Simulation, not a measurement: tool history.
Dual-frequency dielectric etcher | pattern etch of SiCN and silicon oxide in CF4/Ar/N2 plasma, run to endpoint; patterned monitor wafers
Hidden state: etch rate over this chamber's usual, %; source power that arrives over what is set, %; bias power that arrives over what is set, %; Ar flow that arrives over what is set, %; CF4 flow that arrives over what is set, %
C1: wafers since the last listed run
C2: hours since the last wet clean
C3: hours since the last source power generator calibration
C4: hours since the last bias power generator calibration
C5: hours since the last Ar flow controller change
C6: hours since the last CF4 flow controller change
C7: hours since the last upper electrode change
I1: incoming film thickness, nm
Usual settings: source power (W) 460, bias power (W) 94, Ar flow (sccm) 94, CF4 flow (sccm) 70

Run 1, hour 0: usual settings but bias power (W) 80; C1 0; C2 228.8; C3 1676.2; C4 1839; C5 2282.6; C6 1718.8; C7 1804.8; I1 16.09. Result: endpoint time (s) 16.4.
Run 2, hour 16.4: usual settings; C1 195; C2 245.2; C3 1692.6; C4 1855.4; C5 2299; C6 1735.2; C7 1821.2; I1 16.12. Result: endpoint time (s) 15.9.
Run 3, hour 33.2: usual settings; C1 200; C2 262; C3 1709.4; C4 1872.2; C5 2315.8; C6 1752; C7 1838; I1 16.14. Result: endpoint time (s) 15.7.
Run 4, hour 51.9: usual settings; C1 222; C2 280.7; C3 1728.1; C4 1890.9; C5 2334.5; C6 1770.7; C7 1856.7; I1 16.33. Result: endpoint time (s) 15.9.
Run 5, hour 84.2: usual settings; C1 384; C2 313; C3 1760.4; C4 1923.2; C5 2366.8; C6 1803; C7 1889; I1 16.15. Result: endpoint time (s) 15.9.
Run 6, hour 114: usual settings; C1 354; C2 342.8; C3 1790.2; C4 1953; C5 2396.6; C6 1832.8; C7 1918.8; I1 16.18. Result: endpoint time (s) 15.7.
Run 7, hour 131.7: usual settings; C1 210; C2 360.5; C3 1807.9; C4 1970.7; C5 2414.3; C6 1850.5; C7 1936.5; I1 16.05. Result: endpoint time (s) 15.5.
Run 8, hour 147: usual settings but source power (W) 420, bias power (W) 78; C1 182; C2 375.8; C3 1823.2; C4 1986; C5 2429.6; C6 1865.8; C7 1951.8; I1 16.19. Result: endpoint time (s) 17.8.
Run 9, hour 166.2: usual settings; C1 228; C2 395; C3 1842.4; C4 2005.2; C5 2448.8; C6 1885; C7 1971; I1 16.29. Result: endpoint time (s) 15.7.
Run 10, hour 199.2: usual settings; C1 392; C2 428; C3 1875.4; C4 2038.2; C5 2481.8; C6 1918; C7 2004; I1 16.11. Result: endpoint time (s) 15.7.
Run 11, hour 213.3: usual settings; C1 167; C2 442.1; C3 1889.5; C4 2052.3; C5 2495.9; C6 1932.1; C7 2018.1; I1 16.3. Result: endpoint time (s) 15.8.
Run 12, hour 229.9: usual settings but CF4 flow (sccm) 59; C1 197; C2 458.7; C3 1906.1; C4 2068.9; C5 2512.5; C6 1948.7; C7 2034.7; I1 16.22. Result: endpoint time (s) 16.2.
At hour 264.1: wet clean of the chamber.
Run 13, hour 264.6: usual settings; C1 127; C2 0.5; C3 1940.8; C4 2103.6; C5 2547.2; C6 1983.4; C7 2069.4; I1 16.23. Result: endpoint time (s) 15.8.
Run 14, hour 278: usual settings but source power (W) 420, Ar flow (sccm) 102; C1 159; C2 13.9; C3 1954.2; C4 2117; C5 2560.6; C6 1996.8; C7 2082.8; I1 16.31. Result: endpoint time (s) 17.4.
At hour 292.9: source power generator calibrated.
Run 15, hour 296.5: usual settings but Ar flow (sccm) 113; C1 172; C2 32.4; C3 3.6; C4 2135.5; C5 2579.1; C6 2015.3; C7 2101.3; I1 16.29. Result: endpoint time (s) 16.3.
At hour 322.2: CF4 flow controller replaced.
Run 16, hour 327: usual settings but source power (W) 510, CF4 flow (sccm) 84; C1 291; C2 62.9; C3 34.1; C4 2166; C5 2609.6; C6 4.8; C7 2131.8; I1 16.31. Result: endpoint time (s) 13.9.
Run 17, hour 358.5: usual settings but source power (W) 520, Ar flow (sccm) 79, CF4 flow (sccm) 75; C1 375; C2 94.4; C3 65.6; C4 2197.5; C5 2641.1; C6 36.3; C7 2163.3; I1 16. Result: endpoint time (s) 13.5.
At hour 365: Ar flow controller replaced.
Run 18, hour 381.9: usual settings; C1 207; C2 117.8; C3 89; C4 2220.9; C5 16.9; C6 59.7; C7 2186.7; I1 16.27. Result: endpoint time (s) 15.6.
At hour 406.2: upper electrode replaced.
At hour 408.2: bias power generator calibrated.
Run 19, hour 408.7: usual settings but bias power (W) 78, Ar flow (sccm) 85; C1 9; C2 144.6; C3 115.8; C4 0.5; C5 43.7; C6 86.5; C7 2.5; I1 16.19. Result: endpoint time (s) 16.4.
Run 20, hour 428.9: usual settings; C1 240; C2 164.8; C3 136; C4 20.7; C5 63.9; C6 106.7; C7 22.7; I1 16.14. Result: endpoint time (s) 15.7.
Run 21, hour 460.6: usual settings; C1 377; C2 196.5; C3 167.7; C4 52.4; C5 95.6; C6 138.4; C7 54.4; I1 16.04. Result: endpoint time (s) 15.8.
Run 22, hour 486.3: usual settings but source power (W) 520, Ar flow (sccm) 117; C1 306; C2 222.2; C3 193.4; C4 78.1; C5 121.3; C6 164.1; C7 80.1; I1 16.26. Result: endpoint time (s) 14.6.
Run 23, hour 520: usual settings but source power (W) 540, bias power (W) 106, Ar flow (sccm) 102, CF4 flow (sccm) 54; C1 401; C2 255.9; C3 227.1; C4 111.8; C5 155; C6 197.8; C7 113.8; I1 16.1. Result: endpoint time (s) 14.
Run 24, hour 540.9: usual settings but source power (W) 550, bias power (W) 78, Ar flow (sccm) 117; C1 248; C2 276.8; C3 248; C4 132.7; C5 175.9; C6 218.7; C7 134.7; I1 15.93. Result: endpoint time (s) 14.4.
Run 25, hour 570.1: usual settings; C1 347; C2 306; C3 277.2; C4 161.9; C5 205.1; C6 247.9; C7 163.9; I1 16.21. Result: endpoint time (s) 15.6.

Hidden state at the last listed run before each entry between runs and at the first one after, where it differs:
Between runs 12 and 13: wet clean of the chamber (hour 264.1)
  no hidden state differs between the two runs
Between runs 14 and 15: source power generator calibrated (hour 292.9)
  no hidden state differs between the two runs
Between runs 15 and 16: CF4 flow controller replaced (hour 322.2)
  no hidden state differs between the two runs
Between runs 17 and 18: Ar flow controller replaced (hour 365)
  no hidden state differs between the two runs
Between runs 18 and 19: upper electrode replaced (hour 406.2); bias power generator calibrated (hour 408.2)
  no hidden state differs between the two runs
